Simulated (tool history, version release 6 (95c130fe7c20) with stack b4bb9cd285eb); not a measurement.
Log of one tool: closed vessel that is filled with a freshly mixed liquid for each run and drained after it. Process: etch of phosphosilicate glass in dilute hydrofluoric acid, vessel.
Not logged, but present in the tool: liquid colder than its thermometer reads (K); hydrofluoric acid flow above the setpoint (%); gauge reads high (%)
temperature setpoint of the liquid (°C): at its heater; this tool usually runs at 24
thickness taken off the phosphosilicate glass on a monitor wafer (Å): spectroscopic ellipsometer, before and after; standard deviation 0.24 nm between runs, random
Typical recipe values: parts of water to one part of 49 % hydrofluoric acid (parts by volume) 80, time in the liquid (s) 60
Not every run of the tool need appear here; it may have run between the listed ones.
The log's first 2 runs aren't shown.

run,hour,temperature setpoint of the liquid (°C),parts of water to one part of 49 % hydrofluoric acid (parts by volume),time in the liquid (s),wafers since the last listed run,hours since the thermometer was replaced,hours since the hydrofluoric acid flow meter was replaced,hours since the gauge calibration,"read-back film thickness of the phosphosilicate glass reference wafer, read on the same gauge (nm)",thickness taken off the phosphosilicate glass on a monitor wafer (Å)
3,31.7,24,80,60,1204,2122.6,2203.7,207.1,100.02,642.3
4,42.3,24,80,60,778,2133.2,2214.3,217.7,99.97,640.1
5,49,24,80,60,492,2139.9,2221,224.4,100,643.6
6,57.9,24,80,60,653,2148.8,2229.9,233.3,99.98,637.8
7,74.8,24,80,60,1241,2165.7,2246.8,250.2,100.06,642.1
8,88.8,24,80,60,1028,2179.7,2260.8,264.2,99.98,643.1
9,96,24,80,60,528,2186.9,2268,271.4,99.98,643.6
10,104,24,80,60,587,2194.9,2276,279.4,100,642.8
11,112,24,80,60,587,2202.9,2284,287.4,100.03,644.8
# hour 119.9: hydrofluoric acid flow meter replaced
12,120.4,24,80,60,543,2211.3,0.5,295.8,100.01,680.4
13,129.4,24,80,60,660,2220.3,9.5,304.8,100.01,679.7
14,143.6,24,105,60,1042,2234.5,23.7,319,100.01,508.9
15,152.4,24,105,60,646,2243.3,32.5,327.8,100.03,505.9
16,166.4,20,90,60,1028,2257.3,46.5,341.8,99.98,508.2
# hour 173.8: gauge calibrated
17,182.6,24,105,60,1189,2273.5,62.7,8.8,100,508.2
# hour 192.5: hydrofluoric acid flow meter replaced, repeated, since the last time left the tool worse
18,196.1,24,50,60,918,2287,3.6,22.3,100.03,973.6
19,204.5,24,80,60,616,2295.4,12,30.7,99.99,587.5
20,217.8,24,100,60,976,2308.7,25.3,44,99.97,457.7
21,235.1,28.5,100,70,1270,2326,42.6,61.3,99.98,637
22,245,25.5,105,60,727,2335.9,52.5,71.2,100.01,459.3

Run 23, settings as shown, results not yet in. Your forecast:
# hour 258: thermometer replaced
23,258.5,27,40,30,918,0.5,66,84.7,?,?

For run 23 the tool returned read-back film thickness of the phosphosilicate glass reference wafer, read on the same gauge (nm) 100.02, thickness taken off the phosphosilicate glass on a monitor wafer (Å) 698.8.
On a tool with no hidden condition, and with the same random variation, this run would have come out at thickness taken off the phosphosilicate glass on a monitor wafer (Å) 692.5.

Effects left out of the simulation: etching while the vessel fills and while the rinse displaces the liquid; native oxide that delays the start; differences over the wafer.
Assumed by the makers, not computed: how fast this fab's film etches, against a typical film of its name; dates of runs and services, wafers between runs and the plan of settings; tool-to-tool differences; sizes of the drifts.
